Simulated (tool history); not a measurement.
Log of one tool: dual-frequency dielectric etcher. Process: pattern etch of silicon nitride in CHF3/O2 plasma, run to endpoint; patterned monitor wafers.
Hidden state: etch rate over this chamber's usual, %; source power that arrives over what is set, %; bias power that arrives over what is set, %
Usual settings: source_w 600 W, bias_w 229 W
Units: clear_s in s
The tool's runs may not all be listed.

run	hour	source_w	bias_w	wafers since the last listed run	hours since the last wet clean	hours since the last source power generator calibration	hours since the last bias power generator calibration	hours since the last upper electrode change	incoming incoming film thickness, nm	clear_s
1	0.0	560	187	0	186.1	3324.4	3922.7	3509.5	62.2	41.5
2	29.0	490	229	411	215.1	3353.4	3951.7	3538.5	61.3	41.5
3	57.6	490	229	406	243.7	3382.0	3980.3	3567.1	61.8	41.1
4	74.4	490	229	238	260.5	3398.8	3997.1	3583.9	62.1	40.9
5	100.5	600	268	370	286.6	3424.9	4023.2	3610.0	61.6	34.5
6	126.4	600	268	367	312.5	3450.8	4049.1	3635.9	62.1	34.6
7	160.1	640	249	478	346.2	3484.5	4082.8	3669.6	61.7	34.1
8	179.3	520	217	272	365.4	3503.7	4102.0	3688.8	61.4	40.1
# hour 203.6: wet clean of the chamber
9	206.8	600	229	49	3.2	3531.2	4129.5	3716.3	61.6	37.9
10	233.0	660	229	371	29.4	3557.4	4155.7	3742.5	61.9	35.7
# hour 243.5: source power generator calibrated
11	258.5	660	229	305	54.9	15.0	4181.2	3768.0	61.1	35.3
12	275.0	600	229	234	71.4	31.5	4197.7	3784.5	61.9	36.8
13	289.8	600	229	210	86.2	46.3	4212.5	3799.3	62.0	37.7
# hour 316.0: upper electrode replaced, of another model than before
14	324.9	660	184	157	121.3	81.4	4247.6	8.9	61.4	35.6
15	347.6	700	278	322	144.0	104.1	4270.3	31.6	61.7	31.6
16	368.9	640	249	302	165.3	125.4	4291.6	52.9	62.6	34.6
# hour 386.3: bias power generator calibrated
17	388.7	470	265	224	185.1	145.2	2.4	72.7	61.5	47.0
18	409.1	460	283	289	205.5	165.6	22.8	93.1	61.5	47.5
19	424.3	700	214	215	220.7	180.8	38.0	108.3	61.6	32.5
20	500.6	600	229	1083	297.0	257.1	114.3	184.6	61.9	36.4
21	513.3	600	229	180	309.7	269.8	127.0	197.3	61.8	36.5
22	549.2	650	207	509	345.6	305.7	162.9	233.2	61.7	34.4
23	570.7	750	229	305	367.1	327.2	184.4	254.7	61.2	29.5
# hour 602.1: wet clean of the chamber
24	602.6	750	229	112	0.5	359.1	216.3	286.6	61.4	31.0

What the log doesn't show, run by run:
source power that arrives over what is set, %: 0 in every run
bias power that arrives over what is set, %: 0 in every run
H1: etch rate over this chamber's usual, %
run	H1
1	2.07
2	2.48
3	2.88
4	3.11
5	3.48
6	3.84
7	4.32
8	4.59
9	-0.465
10	-0.0972
11	0.26
12	0.492
13	0.699
14	1.19
15	1.51
16	1.81
17	2.09
18	2.37
19	2.59
20	3.66
21	3.83
22	4.34
23	4.64
24	-0.235
